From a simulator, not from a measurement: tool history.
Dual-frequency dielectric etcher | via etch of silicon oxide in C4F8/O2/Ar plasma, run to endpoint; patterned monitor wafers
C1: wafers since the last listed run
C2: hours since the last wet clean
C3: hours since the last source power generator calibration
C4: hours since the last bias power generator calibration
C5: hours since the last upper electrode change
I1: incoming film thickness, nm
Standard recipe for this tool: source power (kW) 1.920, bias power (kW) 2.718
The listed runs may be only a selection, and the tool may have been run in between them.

Run 1, day 0.000: usual settings; C1 0; C2 385.5; C3 2277.8; C4 4899.7; C5 2777.8; I1 1911.1. Result: endpoint time (s) 384.9.
Run 2, day 0.417: usual settings; C1 48; C2 395.5; C3 2287.8; C4 4909.7; C5 2787.8; I1 1927.1. Result: endpoint time (s) 387.9.
Run 3, day 0.708: usual settings but source power (kW) 2.210; C1 33; C2 402.5; C3 2294.8; C4 4916.7; C5 2794.8; I1 1923.4. Result: endpoint time (s) 377.0.
Run 4, day 1.417: usual settings but source power (kW) 2.170, bias power (kW) 2.528; C1 82; C2 419.5; C3 2311.8; C4 4933.7; C5 2811.8; I1 1940.5. Result: endpoint time (s) 390.9.
Run 5, day 2.204: usual settings but source power (kW) 2.170, bias power (kW) 2.528; C1 91; C2 438.4; C3 2330.7; C4 4952.6; C5 2830.7; I1 1907.8. Result: endpoint time (s) 383.4.
Run 6, day 2.854: usual settings but source power (kW) 2.170, bias power (kW) 2.528; C1 75; C2 454.0; C3 2346.3; C4 4968.2; C5 2846.3; I1 1921.0. Result: endpoint time (s) 386.6.
Run 7, day 3.175: usual settings; C1 37; C2 461.7; C3 2354.0; C4 4975.9; C5 2854.0; I1 1908.6. Result: endpoint time (s) 388.1.
Run 8, day 3.908: usual settings; C1 85; C2 479.3; C3 2371.6; C4 4993.5; C5 2871.6; I1 1905.1. Result: endpoint time (s) 386.7.
Run 9, day 4.183: usual settings; C1 32; C2 485.9; C3 2378.2; C4 5000.1; C5 2878.2; I1 1933.5. Result: endpoint time (s) 394.2.
At day 5.050: source power generator calibrated.
Run 10, day 5.071: usual settings but bias power (kW) 3.168; C1 83; C2 507.2; C3 0.5; C4 5021.4; C5 2899.5; I1 1922.2. Result: endpoint time (s) 377.0.
Run 11, day 5.471: usual settings but source power (kW) 2.240, bias power (kW) 2.413; C1 46; C2 516.8; C3 10.1; C4 5031.0; C5 2909.1; I1 1926.3. Result: endpoint time (s) 390.3.
At day 6.729: wet clean of the chamber.
At day 7.575: upper electrode replaced.
At day 7.621: bias power generator calibrated.
Run 12, day 7.642: usual settings but source power (kW) 1.600, bias power (kW) 3.087; C1 32; C2 21.9; C3 62.2; C4 0.5; C5 1.6; I1 1919.4. Result: endpoint time (s) 376.6.
Run 13, day 7.662: usual settings; C1 2; C2 22.4; C3 62.7; C4 1.0; C5 2.1; I1 1926.2. Result: endpoint time (s) 375.5.
Run 14, day 7.679: usual settings but source power (kW) 2.080, bias power (kW) 2.207; C1 1; C2 22.8; C3 63.1; C4 1.4; C5 2.5; I1 1917.2. Result: endpoint time (s) 384.7.
Run 15, day 7.696: usual settings but source power (kW) 1.790, bias power (kW) 3.318; C1 1; C2 23.2; C3 63.5; C4 1.8; C5 2.9; I1 1925.4. Result: endpoint time (s) 361.3.
Run 16, day 7.758: usual settings; C1 7; C2 24.7; C3 65.0; C4 3.3; C5 4.4; I1 1934.4. Result: endpoint time (s) 376.3.
Run 17, day 9.096: usual settings but source power (kW) 2.280; C1 155; C2 56.8; C3 97.1; C4 35.4; C5 36.5; I1 1929.1. Result: endpoint time (s) 360.2.
Run 18, day 9.425: usual settings but source power (kW) 1.470, bias power (kW) 2.093; C1 38; C2 64.7; C3 105.0; C4 43.3; C5 44.4; I1 1918.3. Result: endpoint time (s) 419.7.
Run 19, day 9.792: usual settings but source power (kW) 1.590, bias power (kW) 2.288; C1 42; C2 73.5; C3 113.8; C4 52.1; C5 53.2; I1 1926.3. Result: endpoint time (s) 407.4.
Run 20, day 10.296: usual settings; C1 58; C2 85.6; C3 125.9; C4 64.2; C5 65.3; I1 1921.7. Result: endpoint time (s) 375.7.

Branching from run 20: 4 alternative next runs. What would each branch give?
Run A, day 10.317: usual settings; C1 2; C2 86.1; C3 126.4; C4 64.7; C5 65.8; I1 1899.4. Result: endpoint time (s) ?.
Run B, day 10.317: usual settings but bias power (kW) 2.354; C1 2; C2 86.1; C3 126.4; C4 64.7; C5 65.8; I1 1899.4. Result: endpoint time (s) ?.
Run C, day 10.317: usual settings but source power (kW) 2.130; C1 2; C2 86.1; C3 126.4; C4 64.7; C5 65.8; I1 1899.4. Result: endpoint time (s) ?.
Run D, day 10.317: usual settings but source power (kW) 1.710, bias power (kW) 2.292; C1 2; C2 86.1; C3 126.4; C4 64.7; C5 65.8; I1 1899.4. Result: endpoint time (s) ?.

run  endpoint time (s)
  A              371.3
  B              384.0
  C              362.9
  D              396.0
Take away the tool's hidden state, keep each run's random variation, and the runs would have read:
run  endpoint time (s)
  A              371.8
  B              384.5
  C              363.3
  D              396.4
